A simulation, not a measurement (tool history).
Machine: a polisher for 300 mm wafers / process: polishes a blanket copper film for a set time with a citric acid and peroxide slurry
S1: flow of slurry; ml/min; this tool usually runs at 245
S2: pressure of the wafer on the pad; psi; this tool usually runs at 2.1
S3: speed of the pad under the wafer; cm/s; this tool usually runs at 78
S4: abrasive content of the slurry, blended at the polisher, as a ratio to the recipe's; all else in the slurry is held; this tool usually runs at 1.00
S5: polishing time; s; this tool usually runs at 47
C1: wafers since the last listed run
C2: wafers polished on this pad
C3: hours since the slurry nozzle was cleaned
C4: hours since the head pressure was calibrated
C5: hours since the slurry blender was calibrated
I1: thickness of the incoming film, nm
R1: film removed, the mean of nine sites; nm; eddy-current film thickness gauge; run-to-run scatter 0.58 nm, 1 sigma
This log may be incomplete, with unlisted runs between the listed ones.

run 1 hour=0.0 | S1=205 S2=2.1 S3=78 S4=1.00 S5=47 | C1=0 C2=1496 C3=108.8 C4=711.5 C5=284.4 | I1=644.9 | R1=58.0
run 2 hour=55.8 | S1=205 S2=2.1 S3=78 S4=1.00 S5=47 | C1=616 C2=2112 C3=164.6 C4=767.3 C5=340.2 | I1=641.5 | R1=57.5
run 3 hour=108.6 | S1=205 S2=2.1 S3=78 S4=1.00 S5=47 | C1=583 C2=2695 C3=217.4 C4=820.1 C5=393.0 | I1=642.4 | R1=58.5
-- hour=140.3 slurry blender recalibrated
run 4 hour=159.7 | S1=245 S2=2.1 S3=78 S4=1.00 S5=47 | C1=542 C2=3238 C3=268.5 C4=871.2 C5=19.4 | I1=641.9 | R1=59.1
-- hour=165.8 worn pad replaced by a new one
run 5 hour=256.2 | S1=245 S2=2.1 S3=78 S4=1.00 S5=47 | C1=1021 C2=998 C3=365.0 C4=967.7 C5=115.9 | I1=639.7 | R1=59.8
run 6 hour=316.7 | S1=220 S2=2.1 S3=78 S4=1.00 S5=47 | C1=668 C2=1666 C3=425.5 C4=1028.2 C5=176.4 | I1=641.4 | R1=58.6
run 7 hour=370.9 | S1=220 S2=2.1 S3=78 S4=1.00 S5=47 | C1=598 C2=2265 C3=479.7 C4=1082.4 C5=230.6 | I1=633.2 | R1=57.7
run 8 hour=472.4 | S1=220 S2=2.1 S3=78 S4=1.00 S5=47 | C1=1121 C2=3386 C3=581.2 C4=1183.9 C5=332.1 | I1=633.6 | R1=58.8
-- hour=488.8 worn pad replaced by a new one
-- hour=491.2 head pressure recalibrated
run 9 hour=546.0 | S1=245 S2=1.5 S3=78 S4=1.00 S5=47 | C1=746 C2=609 C3=654.8 C4=54.8 C5=405.7 | I1=633.8 | R1=44.9
-- hour=568.8 slurry blender recalibrated
run 10 hour=637.3 | S1=245 S2=1.5 S3=78 S4=1.00 S5=47 | C1=986 C2=1595 C3=746.1 C4=146.1 C5=68.5 | I1=630.6 | R1=44.7
-- hour=676.3 slurry nozzle cleaned
run 11 hour=721.6 | S1=290 S2=2.1 S3=78 S4=1.00 S5=47 | C1=920 C2=2515 C3=45.3 C4=230.4 C5=152.8 | I1=641.5 | R1=60.5
-- hour=799.9 worn pad replaced by a new one
run 12 hour=822.6 | S1=205 S2=2.1 S3=78 S4=1.00 S5=47 | C1=1071 C2=250 C3=146.3 C4=331.4 C5=253.8 | I1=642.4 | R1=57.7
run 13 hour=868.5 | S1=190 S2=2.1 S3=78 S4=1.10 S5=47 | C1=507 C2=757 C3=192.2 C4=377.3 C5=299.7 | I1=639.1 | R1=60.4
run 14 hour=951.2 | S1=245 S2=2.1 S3=90 S4=1.00 S5=47 | C1=913 C2=1671 C3=274.9 C4=460.0 C5=382.4 | I1=642.2 | R1=68.0
-- hour=1010.3 slurry blender recalibrated
run 15 hour=1020.8 | S1=245 S2=2.1 S3=78 S4=1.00 S5=47 | C1=746 C2=2417 C3=344.5 C4=529.6 C5=10.5 | I1=632.7 | R1=59.0
-- hour=1062.9 worn pad replaced by a new one
run 16 hour=1101.9 | S1=220 S2=2.1 S3=78 S4=1.00 S5=47 | C1=851 C2=431 C3=425.6 C4=610.7 C5=91.6 | I1=632.8 | R1=58.0
run 17 hour=1155.4 | S1=290 S2=1.9 S3=78 S4=1.25 S5=34 | C1=590 C2=1022 C3=479.1 C4=664.2 C5=145.1 | I1=637.1 | R1=42.9
run 18 hour=1209.8 | S1=300 S2=2.1 S3=90 S4=0.90 S5=54 | C1=600 C2=1623 C3=533.5 C4=718.6 C5=199.5 | I1=633.3 | R1=78.5
run 19 hour=1303.7 | S1=195 S2=2.6 S3=60 S4=1.00 S5=53 | C1=1037 C2=2660 C3=627.4 C4=812.5 C5=293.4 | I1=644.2 | R1=61.0
run 20 hour=1353.6 | S1=245 S2=2.1 S3=78 S4=1.10 S5=47 | C1=551 C2=3211 C3=677.3 C4=862.4 C5=343.3 | I1=638.3 | R1=61.3
-- hour=1369.7 worn pad replaced by a new one
-- hour=1409.7 slurry nozzle cleaned
run 21 hour=1452.7 | S1=245 S2=2.1 S3=78 S4=1.00 S5=47 | C1=1039 C2=906 C3=43.0 C4=961.5 C5=442.4 | I1=635.7 | R1=59.7

Each row is a separate what-if for the run after 21, all from the same tool condition, not one after another. Results?
run A hour=1453.1 | S1=245 S2=2.1 S3=78 S4=1.00 S5=47 | C1=4 C2=910 C3=43.4 C4=961.9 C5=442.8 | I1=648.2 | R1=?
run B hour=1453.1 | S1=310 S2=2.4 S3=94 S4=1.00 S5=47 | C1=4 C2=910 C3=43.4 C4=961.9 C5=442.8 | I1=648.2 | R1=?
run C hour=1453.1 | S1=245 S2=2.4 S3=62 S4=0.85 S5=47 | C1=4 C2=910 C3=43.4 C4=961.9 C5=442.8 | I1=648.2 | R1=?
run D hour=1453.1 | S1=320 S2=2.3 S3=78 S4=0.70 S5=53 | C1=4 C2=910 C3=43.4 C4=961.9 C5=442.8 | I1=648.2 | R1=?

run=A R1=59.6
run=B R1=82.2
run=C R1=50.6
run=D R1=64.7
Without the tool's hidden state the same runs would have given:
run=A R1=59.6
run=B R1=82.2
run=C R1=50.6
run=D R1=64.7
